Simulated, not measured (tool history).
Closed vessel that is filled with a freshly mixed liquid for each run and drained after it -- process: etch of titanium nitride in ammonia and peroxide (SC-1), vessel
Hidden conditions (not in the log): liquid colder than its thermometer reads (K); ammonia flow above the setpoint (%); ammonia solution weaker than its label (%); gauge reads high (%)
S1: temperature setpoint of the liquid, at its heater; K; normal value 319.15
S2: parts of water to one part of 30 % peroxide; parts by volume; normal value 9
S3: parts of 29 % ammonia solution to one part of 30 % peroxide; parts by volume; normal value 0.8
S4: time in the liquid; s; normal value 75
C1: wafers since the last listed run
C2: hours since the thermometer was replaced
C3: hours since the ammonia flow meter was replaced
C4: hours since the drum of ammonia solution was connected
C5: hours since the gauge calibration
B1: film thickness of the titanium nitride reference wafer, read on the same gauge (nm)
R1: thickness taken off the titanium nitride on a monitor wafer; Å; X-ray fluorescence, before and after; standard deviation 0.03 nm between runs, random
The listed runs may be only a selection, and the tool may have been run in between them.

run,hour,S1,S2,S3,S4,C1,C2,C3,C4,C5,B1,R1
1,0,319.15,8,0.8,40,0,2340.7,1015.9,764.8,73.4,50.02,34.2
2,15.6,324.65,9,0.8,75,1554,2356.3,1031.5,780.4,89,49.99,90
3,22.6,324.65,9,0.8,75,697,2363.3,1038.5,787.4,96,50.04,89.1
4,31.2,319.15,9,0.8,75,856,2371.9,1047.1,796,104.6,49.99,60.7
5,41.6,319.15,9,0.8,75,1036,2382.3,1057.5,806.4,115,50.06,60.6
6,58.4,319.15,9,0.8,75,1673,2399.1,1074.3,823.2,131.8,50.04,60.6
7,70.7,319.15,9,0.8,75,1225,2411.4,1086.6,835.5,144.1,50.01,61
8,79.6,319.15,9,0.8,75,886,2420.3,1095.5,844.4,153,49.99,60.5
9,93.1,319.15,9,0.8,75,1345,2433.8,1109,857.9,166.5,49.97,60.4
10,109.7,319.15,9,0.9,75,1653,2450.4,1125.6,874.5,183.1,49.99,61.6
11,119.8,319.15,9,0.8,75,1006,2460.5,1135.7,884.6,193.2,50,60.9
12,132,319.15,9,0.8,75,1215,2472.7,1147.9,896.8,205.4,49.98,60.1
13,148.8,319.15,9,0.8,75,1673,2489.5,1164.7,913.6,222.2,49.99,59.9
14,155.4,319.15,11.5,0.6,55,657,2496.1,1171.3,920.2,228.8,50.03,37
15,166.1,319.15,9,0.8,75,1066,2506.8,1182,930.9,239.5,50,60.1
16,174.3,319.15,9,0.8,75,816,2515,1190.2,939.1,247.7,50,60.4
17,186.8,311.15,13.5,0.6,45,1245,2527.5,1202.7,951.6,260.2,50.02,15.5
# hour 195.6: gauge calibrated
# hour 203.6: new drum of ammonia solution connected
18,204.6,319.15,9,0.8,75,1673,2545.3,1220.5,1,9,49.97,60.1

Predict the results of run 19:
# hour 221.5: ammonia flow meter replaced
19,252,315.15,9,0.5,115,4622,2592.7,30.5,48.4,56.4,?,?

{"run 19": {"B1": 50, "R1": 63.3}}
If the tool had no hidden condition, the same run with the same run-to-run variation would have returned R1 75.7 Å.
